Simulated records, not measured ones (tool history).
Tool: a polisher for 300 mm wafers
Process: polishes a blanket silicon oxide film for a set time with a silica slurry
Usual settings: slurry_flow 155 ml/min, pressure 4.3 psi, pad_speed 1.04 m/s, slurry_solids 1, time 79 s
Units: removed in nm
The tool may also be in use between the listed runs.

| run | day | slurry_flow | pressure | pad_speed | slurry_solids | time | incoming thickness of the incoming film, nm | removed |
|---|---|---|---|---|---|---|---|---|
| 1 | 0 | 155 | 4.3 | 1.16 | 1 | 79 | 766.7 | 291.9 |
| 2 | 0.742 | 155 | 4.3 | 1.16 | 1 | 79 | 756.8 | 283 |
|  | 1.3 | worn pad replaced by a new one |
| 3 | 1.483 | 155 | 4.3 | 1.16 | 1 | 79 | 756.4 | 299.1 |
| 4 | 1.821 | 110 | 4.3 | 1.04 | 1 | 92 | 747.2 | 299.8 |
| 5 | 2.538 | 155 | 4.3 | 1.04 | 1 | 67 | 758.8 | 233.9 |
| 6 | 2.838 | 155 | 4.3 | 1.04 | 1 | 67 | 771.4 | 229.1 |
| 7 | 3.454 | 155 | 4.3 | 1.04 | 1 | 79 | 753.5 | 268.9 |
|  | 3.933 | conditioning disc replaced and pad reconditioned |
| 8 | 3.954 | 155 | 5.2 | 1.04 | 1.15 | 64 | 749.3 | 278.3 |
| 9 | 4.617 | 155 | 4.3 | 1.04 | 0.75 | 79 | 768.1 | 198.8 |
| 10 | 5.167 | 155 | 4.3 | 1.04 | 1 | 65 | 750.1 | 212.3 |
|  | 5.546 | worn pad replaced by a new one |
|  | 5.708 | slurry blender recalibrated |
| 11 | 5.721 | 155 | 5.4 | 1.04 | 1.3 | 102 | 746.3 | 521.1 |
| 12 | 5.992 | 155 | 4.3 | 1.04 | 1 | 79 | 762.4 | 278.8 |
| 13 | 6.512 | 155 | 4.3 | 1.04 | 1 | 79 | 766.5 | 280.5 |
| 14 | 7.029 | 195 | 2.9 | 1.04 | 1 | 100 | 767.2 | 267.5 |
| 15 | 7.471 | 155 | 4.3 | 1.26 | 1 | 79 | 745.9 | 328.7 |
| 16 | 7.938 | 155 | 4.3 | 1.04 | 0.75 | 79 | 756.9 | 208.1 |
|  | 8.146 | slurry nozzle cleaned |
|  | 8.188 | head pressure recalibrated |
| 17 | 8.504 | 190 | 5.2 | 0.86 | 1 | 64 | 755.7 | 216.8 |
| 18 | 9.188 | 130 | 4.3 | 1.04 | 1 | 79 | 760.6 | 245.8 |
| 19 | 9.675 | 185 | 4.3 | 1.04 | 1.1 | 79 | 775.4 | 270.2 |
| 20 | 10.062 | 155 | 4.3 | 1.04 | 1 | 57 | 763.9 | 177 |
|  | 10.538 | worn pad replaced by a new one |
| 21 | 10.721 | 155 | 5.3 | 1.04 | 1 | 79 | 765.4 | 322.5 |
| 22 | 11.367 | 155 | 4.3 | 1.04 | 1 | 79 | 759.6 | 267.5 |
| 23 | 11.729 | 155 | 5.7 | 1.2 | 1 | 79 | 761.5 | 373.1 |
| 24 | 12.412 | 155 | 4.7 | 1.04 | 1 | 79 | 766.2 | 282.5 |
| 25 | 12.729 | 155 | 4.3 | 1.04 | 1 | 79 | 757.3 | 265.8 |
| 26 | 13.454 | 155 | 4.3 | 0.88 | 1 | 55 | 761.2 | 159 |

What the log doesn't show, run by run:
slurry flow missing at the pad, %: 0 in every run
abrasive missing from the slurry, %: 0 in every run
time polished since the conditioner stopped cutting, s: 0 in every run
H1: removal rate lost through wear of the pad, %
H2: deviation of the head's pressure from its setpoint, %
| run | H1 | H2 |
|---|---|---|
| 1 | 4.06 | 4.38 |
| 2 | 6.01 | 4.73 |
| 3 | 1.16 | 5.09 |
| 4 | 1.26 | 5.26 |
| 5 | 1.8 | 5.63 |
| 6 | 2.15 | 5.79 |
| 7 | 3.11 | 6.12 |
| 8 | 4.13 | 6.39 |
| 9 | 5.81 | 6.77 |
| 10 | 7.49 | 7.09 |
| 11 | 0.268 | 7.42 |
| 12 | 0.339 | 7.58 |
| 13 | 0.652 | 7.91 |
| 14 | 1.19 | 8.23 |
| 15 | 1.83 | 8.51 |
| 16 | 2.68 | 8.82 |
| 17 | 3.97 | 1.77 |
| 18 | 5.88 | 1.78 |
| 19 | 7.49 | 1.8 |
| 20 | 8.91 | 1.81 |
| 21 | 0.49 | 1.85 |
| 22 | 0.768 | 1.9 |
| 23 | 1.08 | 1.93 |
| 24 | 1.97 | 1.99 |
| 25 | 2.51 | 2.03 |
| 26 | 4.09 | 2.12 |
